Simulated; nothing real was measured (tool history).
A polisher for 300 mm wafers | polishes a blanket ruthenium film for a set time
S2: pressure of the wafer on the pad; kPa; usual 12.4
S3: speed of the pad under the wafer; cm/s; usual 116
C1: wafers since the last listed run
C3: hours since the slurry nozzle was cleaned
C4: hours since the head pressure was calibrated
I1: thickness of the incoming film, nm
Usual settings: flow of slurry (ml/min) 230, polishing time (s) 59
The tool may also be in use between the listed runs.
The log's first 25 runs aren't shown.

run 26 day=30.2 | flow_of_slurry_(ml/min)=230 S2=13.8 S3=138 polishing_time_(s)=59 | C1=254 wafers_polished_on_this_pad=1646 C3=212.7 C4=129.8 | I1=456.8 | film_removed_(Å)=1008
-- day=30.4 worn pad replaced by a new one
run 27 day=31.138 | flow_of_slurry_(ml/min)=230 S2=14.5 S3=116 polishing_time_(s)=59 | C1=156 wafers_polished_on_this_pad=149 C3=235.2 C4=152.3 | I1=449.3 | film_removed_(Å)=939
run 28 day=32.004 | flow_of_slurry_(ml/min)=150 S2=12.4 S3=116 polishing_time_(s)=59 | C1=175 wafers_polished_on_this_pad=325 C3=256 C4=173.1 | I1=446.6 | film_removed_(Å)=756
run 29 day=33.371 | flow_of_slurry_(ml/min)=230 S2=13.8 S3=116 polishing_time_(s)=59 | C1=277 wafers_polished_on_this_pad=602 C3=288.8 C4=205.9 | I1=446.2 | film_removed_(Å)=854
run 30 day=34.112 | flow_of_slurry_(ml/min)=295 S2=15.2 S3=84 polishing_time_(s)=59 | C1=150 wafers_polished_on_this_pad=753 C3=306.6 C4=223.7 | I1=446.9 | film_removed_(Å)=705
run 31 day=34.675 | flow_of_slurry_(ml/min)=230 S2=12.4 S3=116 polishing_time_(s)=59 | C1=114 wafers_polished_on_this_pad=867 C3=320.1 C4=237.2 | I1=453 | film_removed_(Å)=769
run 32 day=35.846 | flow_of_slurry_(ml/min)=230 S2=12.4 S3=116 polishing_time_(s)=59 | C1=237 wafers_polished_on_this_pad=1104 C3=348.2 C4=265.3 | I1=450.5 | film_removed_(Å)=769
run 33 day=36.646 | flow_of_slurry_(ml/min)=200 S2=12.4 S3=148 polishing_time_(s)=41 | C1=162 wafers_polished_on_this_pad=1266 C3=367.4 C4=284.5 | I1=458.3 | film_removed_(Å)=667
run 34 day=38.129 | flow_of_slurry_(ml/min)=230 S2=13.8 S3=116 polishing_time_(s)=40 | C1=300 wafers_polished_on_this_pad=1567 C3=403 C4=320.1 | I1=447.4 | film_removed_(Å)=571
run 35 day=38.85 | flow_of_slurry_(ml/min)=170 S2=12.4 S3=116 polishing_time_(s)=59 | C1=146 wafers_polished_on_this_pad=1713 C3=420.3 C4=337.4 | I1=446.5 | film_removed_(Å)=738
run 36 day=39.917 | flow_of_slurry_(ml/min)=230 S2=13.8 S3=102 polishing_time_(s)=59 | C1=216 wafers_polished_on_this_pad=1929 C3=445.9 C4=363 | I1=449.8 | film_removed_(Å)=752
-- day=40.346 worn pad replaced by a new one
run 37 day=41.388 | flow_of_slurry_(ml/min)=230 S2=11 S3=154 polishing_time_(s)=59 | C1=264 wafers_polished_on_this_pad=210 C3=481.2 C4=398.3 | I1=453.5 | film_removed_(Å)=942
run 38 day=42.329 | flow_of_slurry_(ml/min)=200 S2=12.4 S3=116 polishing_time_(s)=59 | C1=190 wafers_polished_on_this_pad=401 C3=503.8 C4=420.9 | I1=455.3 | film_removed_(Å)=783

3 ways to go on from here, each from the tool as it stands after run 38. What would each give?
run A day=42.346 | flow_of_slurry_(ml/min)=230 S2=12.4 S3=116 polishing_time_(s)=78 | C1=3 wafers_polished_on_this_pad=405 C3=504.2 C4=421.3 | I1=443.2 | film_removed_(Å)=?
run B day=42.346 | flow_of_slurry_(ml/min)=170 S2=13.8 S3=152 polishing_time_(s)=75 | C1=3 wafers_polished_on_this_pad=405 C3=504.2 C4=421.3 | I1=443.2 | film_removed_(Å)=?
run C day=42.346 | flow_of_slurry_(ml/min)=230 S2=14.5 S3=116 polishing_time_(s)=51 | C1=3 wafers_polished_on_this_pad=405 C3=504.2 C4=421.3 | I1=443.2 | film_removed_(Å)=?

run=A film_removed_(Å)=1053
run=B film_removed_(Å)=1433
run=C film_removed_(Å)=803
Without the tool's hidden state the same runs would have given:
run=A film_removed_(Å)=1079
run=B film_removed_(Å)=1470
run=C film_removed_(Å)=823
